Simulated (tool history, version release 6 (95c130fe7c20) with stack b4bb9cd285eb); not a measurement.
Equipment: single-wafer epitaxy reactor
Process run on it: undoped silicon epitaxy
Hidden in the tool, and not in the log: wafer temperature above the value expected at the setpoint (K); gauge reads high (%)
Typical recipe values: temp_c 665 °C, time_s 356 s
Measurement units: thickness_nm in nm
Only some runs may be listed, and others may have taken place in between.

| run | hour | temp_c | time_s | wafers since the last listed run | hours since the last pyrometer calibration | hours since the gauge calibration | read-back reference wafer on the same gauge, thickness_nm | thickness_nm |
|---|---|---|---|---|---|---|---|---|
| 1 | 0.0 | 665 | 324 | 0 | 3129.9 | 22.9 | 82.673 | 73.829 |
| 2 | 14.6 | 665 | 324 | 73 | 3144.5 | 37.5 | 82.674 | 74.118 |
| 3 | 27.4 | 665 | 356 | 64 | 3157.3 | 50.3 | 82.615 | 81.803 |
| 4 | 43.0 | 665 | 356 | 78 | 3172.9 | 65.9 | 82.665 | 81.643 |
| 5 | 56.4 | 665 | 356 | 67 | 3186.3 | 79.3 | 82.594 | 81.088 |
| 6 | 63.4 | 673 | 356 | 35 | 3193.3 | 86.3 | 82.564 | 97.281 |
|  | 71.8 | pyrometer calibrated |
| 7 | 78.8 | 673 | 356 | 37 | 7.0 | 101.7 | 82.495 | 98.305 |
|  | 101.3 | gauge calibrated |
| 8 | 118.1 | 673 | 356 | 197 | 46.3 | 16.8 | 82.591 | 97.682 |
| 9 | 124.6 | 665 | 406 | 32 | 52.8 | 23.3 | 82.573 | 93.074 |
| 10 | 136.4 | 678 | 356 | 59 | 64.6 | 35.1 | 82.657 | 109.240 |
| 11 | 150.3 | 674 | 356 | 70 | 78.5 | 49.0 | 82.591 | 99.980 |
| 12 | 161.0 | 661 | 399 | 53 | 89.2 | 59.7 | 82.621 | 82.957 |
| 13 | 171.6 | 665 | 356 | 53 | 99.8 | 70.3 | 82.715 | 81.600 |
| 14 | 187.3 | 675 | 294 | 79 | 115.5 | 86.0 | 82.541 | 84.314 |
| 15 | 202.3 | 675 | 295 | 75 | 130.5 | 101.0 | 82.457 | 84.618 |
| 16 | 211.5 | 677 | 316 | 46 | 139.7 | 110.2 | 82.647 | 94.809 |

Run-by-run hidden state of the tool:
wafer temperature above the value expected at the setpoint (K): 0, the same for each run
gauge reads high (%): 0, the same for each run
